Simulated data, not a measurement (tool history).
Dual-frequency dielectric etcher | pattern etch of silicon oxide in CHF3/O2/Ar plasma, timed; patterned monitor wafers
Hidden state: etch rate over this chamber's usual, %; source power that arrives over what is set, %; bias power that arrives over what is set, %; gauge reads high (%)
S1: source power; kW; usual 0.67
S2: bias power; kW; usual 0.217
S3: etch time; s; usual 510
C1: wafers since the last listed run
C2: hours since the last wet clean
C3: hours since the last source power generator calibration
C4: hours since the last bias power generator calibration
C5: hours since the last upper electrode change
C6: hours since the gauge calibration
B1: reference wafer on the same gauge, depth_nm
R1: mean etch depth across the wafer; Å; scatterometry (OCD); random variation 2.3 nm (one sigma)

Run 1, hour 0: usual settings but S3 407.5 s; C1 0; C2 0.5; C3 3996.5; C4 4461.8; C5 2992; C6 1358.8; B1 939.8. Result: R1 9384 Å.
Run 2, hour 42.8: usual settings but S3 407.5 s; C1 175; C2 43.3; C3 4039.3; C4 4504.6; C5 3034.8; C6 1401.6; B1 940.3. Result: R1 9363 Å.
Run 3, hour 81.2: usual settings; C1 157; C2 81.7; C3 4077.7; C4 4543; C5 3073.2; C6 1440; B1 939.8. Result: R1 11686 Å.
Run 4, hour 150.2: usual settings; C1 283; C2 150.7; C3 4146.7; C4 4612; C5 3142.2; C6 1509; B1 939.5. Result: R1 11646 Å.
Run 5, hour 190.7: usual settings; C1 166; C2 191.2; C3 4187.2; C4 4652.5; C5 3182.7; C6 1549.5; B1 939.7. Result: R1 11660 Å.
Run 6, hour 236.5: usual settings but S2 0.198 kW; C1 187; C2 237; C3 4233; C4 4698.3; C5 3228.5; C6 1595.3; B1 939.6. Result: R1 11290 Å.
Run 7, hour 271.2: usual settings; C1 142; C2 271.7; C3 4267.7; C4 4733; C5 3263.2; C6 1630; B1 940.1. Result: R1 11590 Å.
Run 8, hour 324.5: usual settings; C1 218; C2 325; C3 4321; C4 4786.3; C5 3316.5; C6 1683.3; B1 939.8. Result: R1 11531 Å.
At hour 341.5: gauge calibrated.
Run 9, hour 357: usual settings but S2 0.179 kW; C1 133; C2 357.5; C3 4353.5; C4 4818.8; C5 3349; C6 15.5; B1 939.9. Result: R1 10889 Å.
At hour 424.1: wet clean of the chamber.
Run 10, hour 424.6: usual settings but S2 0.179 kW; C1 178; C2 0.5; C3 4421.1; C4 4886.4; C5 3416.6; C6 83.1; B1 939.9. Result: R1 11228 Å.
Run 11, hour 473.2: usual settings but S1 0.58 kW, S3 582 s; C1 199; C2 49.1; C3 4469.7; C4 4935; C5 3465.2; C6 131.7; B1 940.2. Result: R1 12527 Å.
Run 12, hour 517.9: usual settings; C1 183; C2 93.8; C3 4514.4; C4 4979.7; C5 3509.9; C6 176.4; B1 940. Result: R1 11794 Å.
At hour 527.3: bias power generator calibrated.
Run 13, hour 551.5: usual settings but S1 0.75 kW, S2 0.256 kW, S3 453.5 s; C1 121; C2 127.4; C3 4548; C4 24.2; C5 3543.5; C6 210; B1 940. Result: R1 11623 Å.
Run 14, hour 580.5: usual settings but S1 0.62 kW, S2 0.17 kW, S3 444.5 s; C1 119; C2 156.4; C3 4577; C4 53.2; C5 3572.5; C6 239; B1 939.7. Result: R1 9155 Å.
Run 15, hour 640.1: usual settings but S2 0.179 kW; C1 244; C2 216; C3 4636.6; C4 112.8; C5 3632.1; C6 298.6; B1 940. Result: R1 11073 Å.
Run 16, hour 701.6: usual settings; C1 252; C2 277.5; C3 4698.1; C4 174.3; C5 3693.6; C6 360.1; B1 940.6. Result: R1 11668 Å.
At hour 759: wet clean of the chamber.
Run 17, hour 763.3: usual settings; C1 154; C2 4.3; C3 4759.8; C4 236; C5 3755.3; C6 421.8; B1 939.6. Result: R1 11768 Å.
Run 18, hour 788.5: usual settings but S1 0.51 kW, S2 0.239 kW; C1 103; C2 29.5; C3 4785; C4 261.2; C5 3780.5; C6 447; B1 939.9. Result: R1 10563 Å.
Run 19, hour 838.5: usual settings but S1 0.78 kW, S2 0.269 kW, S3 581.5 s; C1 205; C2 79.5; C3 4835; C4 311.2; C5 3830.5; C6 497; B1 939.8. Result: R1 15385 Å.
Run 20, hour 899.5: usual settings; C1 250; C2 140.5; C3 4896; C4 372.2; C5 3891.5; C6 558; B1 940.5. Result: R1 11724 Å.
At hour 1027.1: upper electrode replaced.
At hour 1060.5: source power generator calibrated.
Run 21, hour 1067.8: usual settings but S1 0.52 kW, S3 398 s; C1 575; C2 308.8; C3 7.3; C4 540.5; C5 40.7; C6 726.3; B1 940.2. Result: R1 7768 Å.
At hour 1094.4: wet clean of the chamber.
Run 22, hour 1098.8: usual settings but S2 0.189 kW; C1 28; C2 4.4; C3 38.3; C4 571.5; C5 71.7; C6 757.3; B1 940.3. Result: R1 11156 Å.
Run 23, hour 1146.1: usual settings but S3 404.5 s; C1 194; C2 51.7; C3 85.6; C4 618.8; C5 119; C6 804.6; B1 939.9. Result: R1 9164 Å.
Run 24, hour 1211.8: usual settings but S2 0.232 kW, S3 659.5 s; C1 269; C2 117.4; C3 151.3; C4 684.5; C5 184.7; C6 870.3; B1 940.2. Result: R1 15198 Å.
Run 25, hour 1279.4: usual settings but S3 553 s; C1 277; C2 185; C3 218.9; C4 752.1; C5 252.3; C6 937.9; B1 939.9. Result: R1 12468 Å.
Run 26, hour 1422.3: usual settings but S1 0.52 kW, S2 0.173 kW, S3 359.5 s; C1 586; C2 327.9; C3 361.8; C4 895; C5 395.2; C6 1080.8; B1 940.2. Result: R1 6598 Å.
At hour 1453.9: wet clean of the chamber.
Run 27, hour 1479.2: usual settings but S1 0.81 kW; C1 135; C2 25.3; C3 418.7; C4 951.9; C5 452.1; C6 1137.7; B1 940.2. Result: R1 12610 Å.
Run 28, hour 1526: usual settings but S3 574 s; C1 192; C2 72.1; C3 465.5; C4 998.7; C5 498.9; C6 1184.5; B1 940.1. Result: R1 12890 Å.

5 ways to go on from here, each from the tool as it stands after run 28. What would each give?
Run A, hour 1526.6: usual settings; C1 2; C2 72.7; C3 466.1; C4 999.3; C5 499.5; C6 1185.1; B1 ?. Result: R1 ?.
Run B, hour 1526.6: usual settings but S1 0.77 kW, S2 0.252 kW, S3 417.5 s; C1 2; C2 72.7; C3 466.1; C4 999.3; C5 499.5; C6 1185.1; B1 ?. Result: R1 ?.
Run C, hour 1526.6: usual settings but S1 0.62 kW; C1 2; C2 72.7; C3 466.1; C4 999.3; C5 499.5; C6 1185.1; B1 ?. Result: R1 ?.
Run D, hour 1526.6: usual settings but S3 435.5 s; C1 2; C2 72.7; C3 466.1; C4 999.3; C5 499.5; C6 1185.1; B1 ?. Result: R1 ?.
Run E, hour 1526.6: usual settings but S1 0.59 kW, S3 360 s; C1 2; C2 72.7; C3 466.1; C4 999.3; C5 499.5; C6 1185.1; B1 ?. Result: R1 ?.

run   B1     R1
  A  940  11448
  B  940  10473
  C  940  11020
  D  940   9776
  E  940   7589
Without the tool's hidden state the same runs would have given:
run     R1
  A  11519
  B  10538
  C  11088
  D   9836
  E   7635
